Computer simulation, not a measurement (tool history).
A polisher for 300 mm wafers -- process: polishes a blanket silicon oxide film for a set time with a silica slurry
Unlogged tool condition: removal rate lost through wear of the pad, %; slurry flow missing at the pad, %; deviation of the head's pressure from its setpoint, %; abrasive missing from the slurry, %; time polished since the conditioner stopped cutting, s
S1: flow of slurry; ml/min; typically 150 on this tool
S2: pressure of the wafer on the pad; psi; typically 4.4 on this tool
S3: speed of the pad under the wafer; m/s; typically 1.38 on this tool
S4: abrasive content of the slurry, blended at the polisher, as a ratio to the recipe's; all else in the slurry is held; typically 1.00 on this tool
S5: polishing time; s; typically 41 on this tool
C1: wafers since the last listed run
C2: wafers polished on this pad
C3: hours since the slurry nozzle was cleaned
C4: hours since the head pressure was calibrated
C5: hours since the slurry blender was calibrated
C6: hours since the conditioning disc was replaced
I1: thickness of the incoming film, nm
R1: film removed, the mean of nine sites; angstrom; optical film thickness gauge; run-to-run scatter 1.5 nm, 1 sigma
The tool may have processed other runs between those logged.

{"run": 1, "hour": 0.0, "S1": 150, "S2": 4.4, "S3": 1.38, "S4": 1.0, "S5": 41, "C1": 0, "C2": 185, "C3": 894.0, "C4": 9.7, "C5": 3.0, "C6": 12.6, "I1": 1547.4, "R1": 1940}
{"run": 2, "hour": 17.0, "S1": 150, "S2": 4.4, "S3": 1.38, "S4": 1.0, "S5": 41, "C1": 232, "C2": 417, "C3": 911.0, "C4": 26.7, "C5": 20.0, "C6": 29.6, "I1": 1545.9, "R1": 1926}
{"run": 3, "hour": 28.5, "S1": 150, "S2": 4.8, "S3": 1.38, "S4": 1.0, "S5": 41, "C1": 157, "C2": 574, "C3": 922.5, "C4": 38.2, "C5": 31.5, "C6": 41.1, "I1": 1559.4, "R1": 2123}
{"run": 4, "hour": 41.0, "S1": 150, "S2": 4.8, "S3": 1.38, "S4": 1.0, "S5": 41, "C1": 170, "C2": 745, "C3": 935.0, "C4": 50.7, "C5": 44.0, "C6": 53.6, "I1": 1576.2, "R1": 2119}
{"run": 5, "hour": 56.4, "S1": 150, "S2": 4.8, "S3": 1.38, "S4": 1.0, "S5": 41, "C1": 210, "C2": 956, "C3": 950.4, "C4": 66.1, "C5": 59.4, "C6": 69.0, "I1": 1548.6, "R1": 2103}
{"hour": 65.4, "done": "worn pad replaced by a new one"}
{"run": 6, "hour": 67.9, "S1": 135, "S2": 4.4, "S3": 1.18, "S4": 0.7, "S5": 41, "C1": 102, "C2": 34, "C3": 961.9, "C4": 77.6, "C5": 70.9, "C6": 80.5, "I1": 1557.0, "R1": 1398}
{"run": 7, "hour": 77.6, "S1": 150, "S2": 4.4, "S3": 1.38, "S4": 1.0, "S5": 37, "C1": 132, "C2": 166, "C3": 971.6, "C4": 87.3, "C5": 80.6, "C6": 90.2, "I1": 1547.1, "R1": 1756}
{"run": 8, "hour": 88.8, "S1": 150, "S2": 4.4, "S3": 1.38, "S4": 1.0, "S5": 41, "C1": 152, "C2": 319, "C3": 982.8, "C4": 98.5, "C5": 91.8, "C6": 101.4, "I1": 1552.8, "R1": 1957}
{"hour": 98.2, "done": "slurry nozzle cleaned"}
{"run": 9, "hour": 99.8, "S1": 150, "S2": 4.4, "S3": 1.7, "S4": 1.0, "S5": 46, "C1": 136, "C2": 456, "C3": 1.6, "C4": 109.5, "C5": 102.8, "C6": 112.4, "I1": 1543.8, "R1": 2516}
{"run": 10, "hour": 114.6, "S1": 150, "S2": 4.4, "S3": 1.38, "S4": 1.0, "S5": 27, "C1": 202, "C2": 658, "C3": 16.4, "C4": 124.3, "C5": 117.6, "C6": 127.2, "I1": 1553.0, "R1": 1281}
{"run": 11, "hour": 120.8, "S1": 150, "S2": 4.4, "S3": 1.38, "S4": 1.0, "S5": 41, "C1": 84, "C2": 743, "C3": 22.6, "C4": 130.5, "C5": 123.8, "C6": 133.4, "I1": 1562.6, "R1": 1929}
{"hour": 128.4, "done": "slurry blender recalibrated"}
{"run": 12, "hour": 130.0, "S1": 180, "S2": 5.4, "S3": 1.38, "S4": 0.7, "S5": 54, "C1": 98, "C2": 841, "C3": 31.8, "C4": 139.7, "C5": 1.6, "C6": 142.6, "I1": 1554.8, "R1": 2670}
{"run": 13, "hour": 138.5, "S1": 150, "S2": 4.4, "S3": 1.38, "S4": 1.0, "S5": 41, "C1": 116, "C2": 957, "C3": 40.3, "C4": 148.2, "C5": 10.1, "C6": 151.1, "I1": 1532.6, "R1": 1936}
{"run": 14, "hour": 153.8, "S1": 150, "S2": 5.7, "S3": 1.38, "S4": 1.0, "S5": 45, "C1": 209, "C2": 1166, "C3": 55.6, "C4": 163.5, "C5": 25.4, "C6": 166.4, "I1": 1563.5, "R1": 2727}
{"hour": 159.2, "done": "worn pad replaced by a new one"}
{"run": 15, "hour": 164.2, "S1": 150, "S2": 5.2, "S3": 1.74, "S4": 1.0, "S5": 41, "C1": 87, "C2": 68, "C3": 66.0, "C4": 173.9, "C5": 35.8, "C6": 176.8, "I1": 1534.9, "R1": 2729}
{"hour": 173.0, "done": "conditioning disc replaced and pad reconditioned"}
{"run": 16, "hour": 179.5, "S1": 150, "S2": 3.1, "S3": 1.14, "S4": 0.85, "S5": 49, "C1": 181, "C2": 250, "C3": 81.3, "C4": 189.2, "C5": 51.1, "C6": 6.5, "I1": 1545.0, "R1": 1268}
{"run": 17, "hour": 192.7, "S1": 150, "S2": 4.4, "S3": 1.86, "S4": 1.0, "S5": 30, "C1": 180, "C2": 430, "C3": 94.5, "C4": 202.4, "C5": 64.3, "C6": 19.7, "I1": 1534.2, "R1": 1797}
{"run": 18, "hour": 209.6, "S1": 175, "S2": 5.3, "S3": 1.78, "S4": 0.75, "S5": 41, "C1": 230, "C2": 661, "C3": 111.4, "C4": 219.3, "C5": 81.2, "C6": 36.6, "I1": 1543.5, "R1": 2534}
{"run": 19, "hour": 222.7, "S1": 150, "S2": 5.7, "S3": 1.72, "S4": 0.7, "S5": 41, "C1": 178, "C2": 840, "C3": 124.5, "C4": 232.4, "C5": 94.3, "C6": 49.7, "I1": 1536.4, "R1": 2470}
{"run": 20, "hour": 233.9, "S1": 150, "S2": 4.4, "S3": 1.38, "S4": 1.0, "S5": 41, "C1": 152, "C2": 993, "C3": 135.7, "C4": 243.6, "C5": 105.5, "C6": 60.9, "I1": 1554.1, "R1": 1871}
{"hour": 243.7, "done": "worn pad replaced by a new one"}
{"run": 21, "hour": 244.2, "S1": 150, "S2": 3.2, "S3": 1.58, "S4": 0.7, "S5": 41, "C1": 86, "C2": 7, "C3": 146.0, "C4": 253.9, "C5": 115.8, "C6": 71.2, "I1": 1519.1, "R1": 1301}
{"run": 22, "hour": 247.7, "S1": 150, "S2": 4.4, "S3": 1.76, "S4": 1.0, "S5": 41, "C1": 47, "C2": 55, "C3": 149.5, "C4": 257.4, "C5": 119.3, "C6": 74.7, "I1": 1541.8, "R1": 2288}
{"run": 23, "hour": 255.8, "S1": 125, "S2": 4.4, "S3": 1.38, "S4": 0.7, "S5": 41, "C1": 110, "C2": 165, "C3": 157.6, "C4": 265.5, "C5": 127.4, "C6": 82.8, "I1": 1546.0, "R1": 1543}
{"hour": 269.0, "done": "slurry blender recalibrated"}
{"run": 24, "hour": 270.1, "S1": 150, "S2": 4.4, "S3": 1.38, "S4": 0.9, "S5": 41, "C1": 168, "C2": 333, "C3": 171.9, "C4": 279.8, "C5": 1.1, "C6": 97.1, "I1": 1554.7, "R1": 1790}
{"run": 25, "hour": 282.7, "S1": 150, "S2": 3.2, "S3": 1.38, "S4": 1.0, "S5": 41, "C1": 172, "C2": 505, "C3": 184.5, "C4": 292.4, "C5": 13.7, "C6": 109.7, "I1": 1557.8, "R1": 1375}
{"run": 26, "hour": 289.8, "S1": 115, "S2": 4.4, "S3": 1.38, "S4": 0.75, "S5": 41, "C1": 96, "C2": 602, "C3": 191.6, "C4": 299.5, "C5": 20.8, "C6": 116.8, "I1": 1542.9, "R1": 1529}

Here are 3 independent what-if runs from the current tool condition. What would each one return?
{"run": "A", "hour": 290.2, "S1": 150, "S2": 4.4, "S3": 1.38, "S4": 1.0, "S5": 41, "C1": 5, "C2": 608, "C3": 192.0, "C4": 299.9, "C5": 21.2, "C6": 117.2, "I1": 1548.6, "R1": "?"}
{"run": "B", "hour": 290.2, "S1": 150, "S2": 3.5, "S3": 1.18, "S4": 1.0, "S5": 41, "C1": 5, "C2": 608, "C3": 192.0, "C4": 299.9, "C5": 21.2, "C6": 117.2, "I1": 1548.6, "R1": "?"}
{"run": "C", "hour": 290.2, "S1": 115, "S2": 4.4, "S3": 1.04, "S4": 1.25, "S5": 41, "C1": 5, "C2": 608, "C3": 192.0, "C4": 299.9, "C5": 21.2, "C6": 117.2, "I1": 1548.6, "R1": "?"}

run=A R1=1908
run=B R1=1339
run=C R1=1576
What these runs would have given with no unlogged condition in the tool:
run=A R1=1952
run=B R1=1370
run=C R1=1613
